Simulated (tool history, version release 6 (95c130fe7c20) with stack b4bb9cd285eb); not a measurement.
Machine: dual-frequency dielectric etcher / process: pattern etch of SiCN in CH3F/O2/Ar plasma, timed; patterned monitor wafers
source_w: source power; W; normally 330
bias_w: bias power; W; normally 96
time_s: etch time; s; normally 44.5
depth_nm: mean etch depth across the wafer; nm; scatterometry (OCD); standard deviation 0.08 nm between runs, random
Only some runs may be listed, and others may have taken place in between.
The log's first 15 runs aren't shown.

run     day  source_w  bias_w  time_s  wafers since the last listed run  hours since the last wet clean  hours since the last source power generator calibration  hours since the last bias power generator calibration  hours since the last upper electrode change  hours since the gauge calibration  read-back reference wafer on the same gauge, depth_nm  depth_nm
 16   12.75       330      96    44.5                               135                           230.6                                                     2248                                                   3098                                       4347.3                              546.8                                                  17.41     16.15
 17  13.779       380      96    44.5                               206                           255.3                                                   2272.7                                                 3122.7                                         4372                              571.5                                                  17.42      16.7
 18  14.517       370      72      49                               147                             273                                                   2290.4                                                 3140.4                                       4389.7                              589.2                                                  17.42     16.96
 19  16.004       330      96    44.5                               298                           308.7                                                   2326.1                                                 3176.1                                       4425.4                              624.9                                                   17.4     16.01
     17.838  -- bias power generator calibrated
 20      18       330      78    34.5                               366                           356.6                                                     2374                                                    3.9                                       4473.3                              672.8                                                  17.41     11.62
     19.292  -- gauge calibrated
     20.096  -- upper electrode replaced
 21  20.117       370      74      38                               223                           407.4                                                   2424.8                                                   54.7                                          0.5                               19.8                                                  17.41     13.04
 22  20.658       330      96    44.5                               108                           420.4                                                   2437.8                                                   67.7                                         13.5                               32.8                                                  17.39     15.68
     22.333  -- source power generator calibrated
     22.371  -- wet clean of the chamber
 23  22.392       330      96    44.5                               306                             0.5                                                      1.4                                                  109.3                                         55.1                               74.4                                                   17.4     16.53
 24  22.838       360      96    37.5                                89                            11.2                                                     12.1                                                    120                                         65.8                               85.1                                                  17.39     14.26
 25  24.333       290      96    44.5                               299                            47.1                                                       48                                                  155.9                                        101.7                                121                                                  17.41     15.93
 26  25.654       300      96      53                               264                            78.8                                                     79.7                                                  187.6                                        133.4                              152.7                                                  17.39     18.99
 27  26.317       330     118    44.5                               132                            94.7                                                     95.6                                                  203.5                                        149.3                              168.6                                                  17.41      17.5
 28  27.238       330      96    44.5                               184                           116.8                                                    117.7                                                  225.6                                        171.4                              190.7                                                  17.41     16.39
 29  27.992       330      96      50                               151                           134.9                                                    135.8                                                  243.7                                        189.5                              208.8                                                  17.41     18.34
 30  31.204       360      96    44.5                               643                             212                                                    212.9                                                  320.8                                        266.6                              285.9                                                  17.41      16.8

Predict each of these 4 candidate next runs independently; none follows another, all start after run 30:
  A  31.221       330      96    44.5                                 3                           212.4                                                    213.3                                                  321.2                                          267                              286.3                                                      ?         ?
  B  31.221       330     116    44.5                                 3                           212.4                                                    213.3                                                  321.2                                          267                              286.3                                                      ?         ?
  C  31.221       370      96    44.5                                 3                           212.4                                                    213.3                                                  321.2                                          267                              286.3                                                      ?         ?
  D  31.221       400      96      38                                 3                           212.4                                                    213.3                                                  321.2                                          267                              286.3                                                      ?         ?

run  read-back reference wafer on the same gauge, depth_nm  depth_nm
  A                                                  17.41     16.29
  B                                                  17.41     17.23
  C                                                  17.41     16.89
  D                                                  17.41     14.79
Without the tool's unlogged condition, the same runs would have read:
run  depth_nm
  A     16.52
  B     17.48
  C     17.13
  D        15
